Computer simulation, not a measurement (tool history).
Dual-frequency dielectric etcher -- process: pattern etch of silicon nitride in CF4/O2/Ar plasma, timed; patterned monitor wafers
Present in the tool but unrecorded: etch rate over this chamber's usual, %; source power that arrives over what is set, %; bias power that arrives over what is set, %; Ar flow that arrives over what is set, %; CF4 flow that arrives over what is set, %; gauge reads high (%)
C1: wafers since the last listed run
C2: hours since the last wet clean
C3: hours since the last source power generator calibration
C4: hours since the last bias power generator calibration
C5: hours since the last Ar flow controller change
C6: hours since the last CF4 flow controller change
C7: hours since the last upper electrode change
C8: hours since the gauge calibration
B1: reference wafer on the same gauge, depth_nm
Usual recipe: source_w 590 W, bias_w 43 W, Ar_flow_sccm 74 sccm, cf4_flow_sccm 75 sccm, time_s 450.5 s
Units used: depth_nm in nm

run 1 day=0 | source_w=590 bias_w=43 Ar_flow_sccm=74 cf4_flow_sccm=75 time_s=450.5 | C1=0 C2=523.6 C3=2839.2 C4=3183 C5=2285.6 C6=3799.3 C7=3947.6 C8=1744.8 | B1=1151.5 | depth_nm=1016.4
-- day=1.162 wet clean of the chamber
run 2 day=1.704 | source_w=590 bias_w=43 Ar_flow_sccm=74 cf4_flow_sccm=69 time_s=450.5 | C1=60 C2=13 C3=2880.1 C4=3223.9 C5=2326.5 C6=3840.2 C7=3988.5 C8=1785.7 | B1=1151.5 | depth_nm=1011.6
run 3 day=3.971 | source_w=470 bias_w=43 Ar_flow_sccm=83 cf4_flow_sccm=75 time_s=450.5 | C1=194 C2=67.4 C3=2934.5 C4=3278.3 C5=2380.9 C6=3894.6 C7=4042.9 C8=1840.1 | B1=1153.1 | depth_nm=844.3
run 4 day=5.504 | source_w=590 bias_w=43 Ar_flow_sccm=74 cf4_flow_sccm=75 time_s=450.5 | C1=131 C2=104.2 C3=2971.3 C4=3315.1 C5=2417.7 C6=3931.4 C7=4079.7 C8=1876.9 | B1=1151.8 | depth_nm=1016.6
-- day=8.296 upper electrode replaced
run 5 day=9.417 | source_w=590 bias_w=43 Ar_flow_sccm=74 cf4_flow_sccm=75 time_s=450.5 | C1=250 C2=198.1 C3=3065.2 C4=3409 C5=2511.6 C6=4025.3 C7=26.9 C8=1970.8 | B1=1152.9 | depth_nm=1016.6
-- day=10.021 gauge calibrated
-- day=10.154 Ar flow controller replaced
run 6 day=12.288 | source_w=590 bias_w=43 Ar_flow_sccm=74 cf4_flow_sccm=75 time_s=369.5 | C1=225 C2=267 C3=3134.1 C4=3477.9 C5=51.2 C6=4094.2 C7=95.8 C8=54.4 | B1=1124.9 | depth_nm=817.3
run 7 day=16.746 | source_w=590 bias_w=43 Ar_flow_sccm=74 cf4_flow_sccm=75 time_s=450.5 | C1=383 C2=374 C3=3241.1 C4=3584.9 C5=158.2 C6=4201.2 C7=202.8 C8=161.4 | B1=1129.8 | depth_nm=993.6
run 8 day=18.862 | source_w=590 bias_w=43 Ar_flow_sccm=74 cf4_flow_sccm=75 time_s=450.5 | C1=182 C2=424.8 C3=3291.9 C4=3635.7 C5=209 C6=4252 C7=253.6 C8=212.2 | B1=1131.5 | depth_nm=995.1
-- day=22.462 wet clean of the chamber
run 9 day=22.483 | source_w=590 bias_w=43 Ar_flow_sccm=74 cf4_flow_sccm=75 time_s=450.5 | C1=225 C2=0.5 C3=3378.8 C4=3722.6 C5=295.9 C6=4338.9 C7=340.5 C8=299.1 | B1=1133.8 | depth_nm=1001.6
-- day=24.438 CF4 flow controller replaced
run 10 day=33.9 | source_w=590 bias_w=38 Ar_flow_sccm=83 cf4_flow_sccm=80 time_s=450.5 | C1=960 C2=274.5 C3=3652.8 C4=3996.6 C5=569.9 C6=227.1 C7=614.5 C8=573.1 | B1=1141.4 | depth_nm=963.8
run 11 day=37.646 | source_w=590 bias_w=43 Ar_flow_sccm=74 cf4_flow_sccm=75 time_s=450.5 | C1=322 C2=364.4 C3=3742.7 C4=4086.5 C5=659.8 C6=317 C7=704.4 C8=663 | B1=1141.4 | depth_nm=1009.4
run 12 day=39.575 | source_w=590 bias_w=43 Ar_flow_sccm=74 cf4_flow_sccm=75 time_s=450.5 | C1=165 C2=410.7 C3=3789 C4=4132.8 C5=706.1 C6=363.3 C7=750.7 C8=709.3 | B1=1143.1 | depth_nm=1007.9
-- day=39.758 bias power generator calibrated
run 13 day=43.579 | source_w=650 bias_w=35 Ar_flow_sccm=74 cf4_flow_sccm=91 time_s=540.5 | C1=330 C2=506.8 C3=3885.1 C4=91.7 C5=802.2 C6=459.4 C7=846.8 C8=805.4 | B1=1144.7 | depth_nm=1274.1
run 14 day=45.362 | source_w=700 bias_w=43 Ar_flow_sccm=61 cf4_flow_sccm=75 time_s=450.5 | C1=153 C2=549.6 C3=3927.9 C4=134.5 C5=845 C6=502.2 C7=889.6 C8=848.2 | B1=1144.8 | depth_nm=1191.6
-- day=47.071 wet clean of the chamber
-- day=51.379 source power generator calibrated
run 15 day=57.462 | source_w=590 bias_w=37 Ar_flow_sccm=90 cf4_flow_sccm=75 time_s=450.5 | C1=940 C2=249.4 C3=146 C4=424.9 C5=1135.4 C6=792.6 C7=1180 C8=1138.6 | B1=1147.5 | depth_nm=939.9
run 16 day=61.529 | source_w=500 bias_w=43 Ar_flow_sccm=74 cf4_flow_sccm=75 time_s=318.5 | C1=349 C2=347 C3=243.6 C4=522.5 C5=1233 C6=890.2 C7=1277.6 C8=1236.2 | B1=1148.4 | depth_nm=634.6
run 17 day=65.321 | source_w=590 bias_w=43 Ar_flow_sccm=74 cf4_flow_sccm=65 time_s=512 | C1=326 C2=438 C3=334.6 C4=613.5 C5=1324 C6=981.2 C7=1368.6 C8=1327.2 | B1=1148.8 | depth_nm=1131.7
run 18 day=67.771 | source_w=590 bias_w=43 Ar_flow_sccm=74 cf4_flow_sccm=75 time_s=450.5 | C1=210 C2=496.8 C3=393.4 C4=672.3 C5=1382.8 C6=1040 C7=1427.4 C8=1386 | B1=1149.2 | depth_nm=1014.8
-- day=71.9 wet clean of the chamber
run 19 day=71.921 | source_w=590 bias_w=43 Ar_flow_sccm=88 cf4_flow_sccm=61 time_s=450.5 | C1=270 C2=0.5 C3=493 C4=771.9 C5=1482.4 C6=1139.6 C7=1527 C8=1485.6 | B1=1149.6 | depth_nm=954.4
run 20 day=74.954 | source_w=550 bias_w=43 Ar_flow_sccm=74 cf4_flow_sccm=75 time_s=572.5 | C1=260 C2=73.3 C3=565.8 C4=844.7 C5=1555.2 C6=1212.4 C7=1599.8 C8=1558.4 | B1=1149 | depth_nm=1224.9

Alternative continuations, all from the tool just after run 20; predict every row:
run A day=74.975 | source_w=590 bias_w=43 Ar_flow_sccm=63 cf4_flow_sccm=75 time_s=450.5 | C1=1 C2=73.8 C3=566.3 C4=845.2 C5=1555.7 C6=1212.9 C7=1600.3 C8=1558.9 | B1=? | depth_nm=?
run B day=74.975 | source_w=490 bias_w=43 Ar_flow_sccm=74 cf4_flow_sccm=75 time_s=450.5 | C1=1 C2=73.8 C3=566.3 C4=845.2 C5=1555.7 C6=1212.9 C7=1600.3 C8=1558.9 | B1=? | depth_nm=?
run C day=74.975 | source_w=690 bias_w=49 Ar_flow_sccm=74 cf4_flow_sccm=80 time_s=500.5 | C1=1 C2=73.8 C3=566.3 C4=845.2 C5=1555.7 C6=1212.9 C7=1600.3 C8=1558.9 | B1=? | depth_nm=?
run D day=74.975 | source_w=590 bias_w=43 Ar_flow_sccm=74 cf4_flow_sccm=75 time_s=341.5 | C1=1 C2=73.8 C3=566.3 C4=845.2 C5=1555.7 C6=1212.9 C7=1600.3 C8=1558.9 | B1=? | depth_nm=?
run E day=74.975 | source_w=590 bias_w=32 Ar_flow_sccm=74 cf4_flow_sccm=75 time_s=529.5 | C1=1 C2=73.8 C3=566.3 C4=845.2 C5=1555.7 C6=1212.9 C7=1600.3 C8=1558.9 | B1=? | depth_nm=?

run=A B1=1149.3 depth_nm=1046.2
run=B B1=1149.3 depth_nm=886.2
run=C B1=1149.3 depth_nm=1320
run=D B1=1149.3 depth_nm=770.2
run=E B1=1149.3 depth_nm=1120
Stripped of hidden state, with their random variation kept, the same runs would have yielded:
run=A depth_nm=1022.7
run=B depth_nm=866.3
run=C depth_nm=1290.3
run=D depth_nm=752.8
run=E depth_nm=1094.8
